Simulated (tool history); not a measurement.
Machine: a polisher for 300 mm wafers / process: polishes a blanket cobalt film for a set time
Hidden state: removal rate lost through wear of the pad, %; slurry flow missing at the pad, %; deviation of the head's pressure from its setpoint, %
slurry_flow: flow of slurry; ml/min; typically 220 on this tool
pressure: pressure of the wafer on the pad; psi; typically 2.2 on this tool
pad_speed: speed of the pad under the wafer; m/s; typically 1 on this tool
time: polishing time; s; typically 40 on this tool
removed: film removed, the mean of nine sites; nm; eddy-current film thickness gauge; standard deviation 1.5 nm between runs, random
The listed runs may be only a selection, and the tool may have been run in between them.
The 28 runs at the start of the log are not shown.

run   hour  slurry_flow  pressure  pad_speed  time  wafers since the last listed run  wafers polished on this pad  hours since the slurry nozzle was cleaned  hours since the head pressure was calibrated  incoming thickness of the incoming film, nm  removed
 29  366.9          265       2.2          1    40                                93                          221                                      267.3                                         148.2                                          626      220
 30    383          290       2.2       1.28    49                               186                          408                                      283.4                                         164.3                                        630.8    345.3
 31    393          220       2.2          1    53                               115                          524                                      293.4                                         174.3                                        625.5    283.4
 32  407.5          220       2.2          1    28                               168                          692                                      307.9                                         188.8                                        633.3    147.6
 33  419.9          220       2.5          1    40                               143                          835                                      320.3                                         201.2                                        622.9    237.8
 34  437.3          220       2.2       0.76    40                               201                         1037                                      337.7                                         218.6                                        634.6      157
       447  -- worn pad replaced by a new one
 35  451.8          220       2.2          1    40                               121                           55                                      352.2                                         233.1                                        632.5    219.2
 36  464.1          220       2.2          1    40                               142                          198                                      364.5                                         245.4                                        631.5    218.6
 37  474.1          220       2.2       0.86    40                               115                          314                                      374.5                                         255.4                                          627    182.2
 38  483.5          220       2.2          1    40                               108                          423                                      383.9                                         264.8                                        631.2    213.8

Below are 3 alternative next runs, each starting from the tool's condition after run 38. Predict each:
  A  483.9          220       2.2          1    40                                 4                          427                                      384.3                                         265.2                                        629.7        ?
  B  483.9          265       1.8       1.26    27                                 4                          427                                      384.3                                         265.2                                        629.7        ?
  C  483.9          240       1.9          1    40                                 4                          427                                      384.3                                         265.2                                        629.7        ?

run  removed
  A    217.5
  B    156.3
  C    191.3
Had the tool no hidden state, the same runs would have come out as:
run  removed
  A    222.7
  B      160
  C    195.8
